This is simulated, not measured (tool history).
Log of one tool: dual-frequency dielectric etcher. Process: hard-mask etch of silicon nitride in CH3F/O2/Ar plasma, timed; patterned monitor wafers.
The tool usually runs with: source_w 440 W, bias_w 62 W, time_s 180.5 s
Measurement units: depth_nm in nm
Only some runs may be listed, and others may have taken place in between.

run	day	source_w	bias_w	time_s	wafers since the last listed run	hours since the last wet clean	hours since the last source power generator calibration	hours since the last bias power generator calibration	hours since the last upper electrode change	hours since the gauge calibration	read-back reference wafer on the same gauge, depth_nm	depth_nm
1	0	440	62	180.5	0	336.5	3107	3237	3927.1	37.4	164	135.4
2	0.438	440	67	180.5	107	347	3117.5	3247.5	3937.6	47.9	164	138
3	2.554	440	67	180.5	521	397.8	3168.3	3298.3	3988.4	98.7	164	137.8
4	3.196	440	67	180.5	158	413.2	3183.7	3313.7	4003.8	114.1	164.1	137.4
# day 3.825: bias power generator calibrated
5	3.929	440	74	180.5	139	430.8	3201.3	2.5	4021.4	131.7	163.9	142.2
6	4.338	440	74	180.5	100	440.6	3211.1	12.3	4031.2	141.5	164	142.8
7	4.633	440	74	180.5	72	447.7	3218.2	19.4	4038.3	148.6	164.3	142.3
# day 6.167: upper electrode replaced
8	6.188	550	62	180.5	136	485	3255.5	56.7	0.5	185.9	164.1	151.5
9	6.204	440	62	218	4	485.4	3255.9	57.1	0.9	186.3	163.9	161.9
10	6.346	440	62	180.5	34	488.8	3259.3	60.5	4.3	189.7	164	133.4
# day 7.438: wet clean of the chamber
11	7.458	440	62	180.5	27	0.5	3286	87.2	31	216.4	164.2	137.3
12	7.471	520	62	137	3	0.8	3286.3	87.5	31.3	216.7	163.9	113.4
13	7.667	370	62	219.5	48	5.5	3291	92.2	36	221.4	164	150.5
# day 8.121: source power generator calibrated
14	8.217	440	67	180.5	94	18.7	2.3	105.4	49.2	234.6	163.9	139.9
15	8.529	390	67	131	76	26.2	9.8	112.9	56.7	242.1	164	95.6
16	8.879	500	67	234.5	86	34.6	18.2	121.3	65.1	250.5	164	194.6
17	9.179	500	67	234.5	73	41.8	25.4	128.5	72.3	257.7	163.9	195.4
18	9.9	440	62	180.5	177	59.1	42.7	145.8	89.6	275	163.9	136.8
19	10.283	440	62	180.5	94	68.3	51.9	155	98.8	284.2	163.9	136.2
20	10.658	540	49	180.5	92	77.3	60.9	164	107.8	293.2	163.9	141.7
21	11.367	480	62	180.5	174	94.3	77.9	181	124.8	310.2	163.9	142.5
22	11.758	440	73	223.5	96	103.7	87.3	190.4	134.2	319.6	164	178.9
# day 11.9: gauge calibrated
23	12.962	440	74	180.5	296	132.6	116.2	219.3	163.1	25.5	163.9	144.3
24	13.608	350	62	180.5	159	148.1	131.7	234.8	178.6	41	164.2	119.5
25	14.021	440	62	180.5	101	158	141.6	244.7	188.5	50.9	163.9	136.8
26	14.642	440	74	216.5	152	172.9	156.5	259.6	203.4	65.8	164	173.6
27	15.388	350	53	180.5	183	190.8	174.4	277.5	221.3	83.7	164	113.8
28	15.742	360	75	208.5	87	199.3	182.9	286	229.8	92.2	164.1	149.4
29	16.083	440	72	180.5	84	207.5	191.1	294.2	238	100.4	163.9	142.9
30	16.762	440	67	213	167	223.8	207.4	310.5	254.3	116.7	163.9	165.6
31	17.233	440	74	180.5	116	235.1	218.7	321.8	265.6	128	164.1	144

For each entry between runs, how does the tool's hidden state at the last listed run before it compare with that at the first listed run after it?
Run 4 -> run 5: bias power generator calibrated (day 3.825)
  etch rate over this chamber's usual, %: -1.62 -> -1.67
  measured value less the no-hidden-state value, depth_nm: -2.2 -> -2.4 nm
Run 7 -> run 8: upper electrode replaced (day 6.167)
  etch rate over this chamber's usual, %: -1.72 -> -1.84
  measured value less the no-hidden-state value, depth_nm: -2.5 -> -2.8 nm
Run 10 -> run 11: wet clean of the chamber (day 7.438)
  etch rate over this chamber's usual, %: -1.85 -> 0.025
  measured value less the no-hidden-state value, depth_nm: -2.5 -> +0 nm
Run 13 -> run 14: source power generator calibrated (day 8.121)
  etch rate over this chamber's usual, %: 0.00964 -> -0.0309
  measured value less the no-hidden-state value, depth_nm: +0 -> +0 nm
Run 22 -> run 23: gauge calibrated (day 11.9)
  etch rate over this chamber's usual, %: -0.292 -> -0.381
  measured value less the no-hidden-state value, depth_nm: -0.5 -> -0.5 nm
